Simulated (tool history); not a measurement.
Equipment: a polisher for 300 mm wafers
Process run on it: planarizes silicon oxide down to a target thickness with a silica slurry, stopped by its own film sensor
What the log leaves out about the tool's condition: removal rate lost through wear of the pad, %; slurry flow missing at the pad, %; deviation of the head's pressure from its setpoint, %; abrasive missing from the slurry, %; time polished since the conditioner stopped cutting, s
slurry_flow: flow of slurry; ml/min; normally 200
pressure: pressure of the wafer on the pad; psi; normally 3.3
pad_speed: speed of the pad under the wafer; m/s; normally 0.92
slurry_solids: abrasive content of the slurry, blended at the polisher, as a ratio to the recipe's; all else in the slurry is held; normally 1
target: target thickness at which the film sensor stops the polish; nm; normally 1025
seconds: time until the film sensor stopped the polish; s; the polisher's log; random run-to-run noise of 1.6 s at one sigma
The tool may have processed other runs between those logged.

run	day	slurry_flow	pressure	pad_speed	slurry_solids	target	wafers since the last listed run	wafers polished on this pad	hours since the slurry nozzle was cleaned	hours since the head pressure was calibrated	hours since the slurry blender was calibrated	hours since the conditioning disc was replaced	incoming thickness of the incoming film, nm	seconds
1	0	200	3.3	0.72	1	1025	0	896	168.7	924.4	106.5	346.1	1321.7	209.5
2	0.438	200	3.3	0.72	1	1025	80	977	179.2	934.9	117	356.6	1331.2	216.5
# day 0.65: slurry blender recalibrated
# day 0.783: worn pad replaced by a new one
3	0.921	200	3.3	0.72	1	1025	49	25	190.8	946.5	6.5	368.2	1314.2	202.9
4	1.479	200	3.3	0.92	1	1025	102	128	204.2	959.9	19.9	381.6	1339.8	192.5
5	1.967	200	3.3	0.92	0.9	1025	89	217	215.9	971.6	31.6	393.3	1304.8	174.3
6	2.288	215	3.3	0.92	1.15	1025	59	277	223.6	979.3	39.3	401	1302.5	162.3
7	2.721	215	3.3	0.92	1.15	1025	79	357	234	989.7	49.7	411.4	1334.7	180.1
8	3.383	170	3.3	0.92	1	1025	122	479	249.9	1005.6	65.6	427.3	1337.4	197
9	3.775	200	2.4	0.92	1	1025	72	551	259.3	1015	75	436.7	1312.9	208.5
# day 4.025: conditioning disc replaced and pad reconditioned
10	4.462	200	4.3	0.92	1	1062	111	662	275.8	1031.5	91.5	10.5	1340	124.2
# day 4.646: slurry nozzle cleaned
11	4.742	200	3.3	0.92	1	1025	43	706	2.3	1038.2	98.2	17.2	1331.2	160.7
12	5.058	220	4.3	0.92	1.2	1094	58	765	9.9	1045.8	105.8	24.8	1330.8	101
13	5.512	260	2.3	0.7	1	1025	83	848	20.8	1056.7	116.7	35.7	1324.5	232.3
# day 5.725: head pressure recalibrated
# day 6.279: slurry blender recalibrated
14	6.558	220	3.3	1.24	1.2	974	162	1010	45.9	20	6.7	60.8	1310.2	138.4
# day 7.033: worn pad replaced by a new one
15	7.108	265	3.3	1.22	1.2	1025	70	13	59.1	33.2	19.9	74	1304.4	115.6
16	7.833	200	3.3	0.72	1	1025	133	147	76.5	50.6	37.3	91.4	1336.5	205.6
17	8.304	200	3.3	0.92	1	1025	86	234	87.8	61.9	48.6	102.7	1344.7	172.3
18	8.912	200	3.3	1.14	1.2	1025	112	346	102.4	76.5	63.2	117.3	1319.8	133.3

Run 19 comes next. What will it give?
19	9.604	200	3.3	0.72	1	1025	127	473	119	93.1	79.8	133.9	1316.9	?

Run 19 came out at seconds 193.5 s.
Were there no unlogged condition in the tool, this run, its random variation unchanged, would have produced seconds 181.9 s.
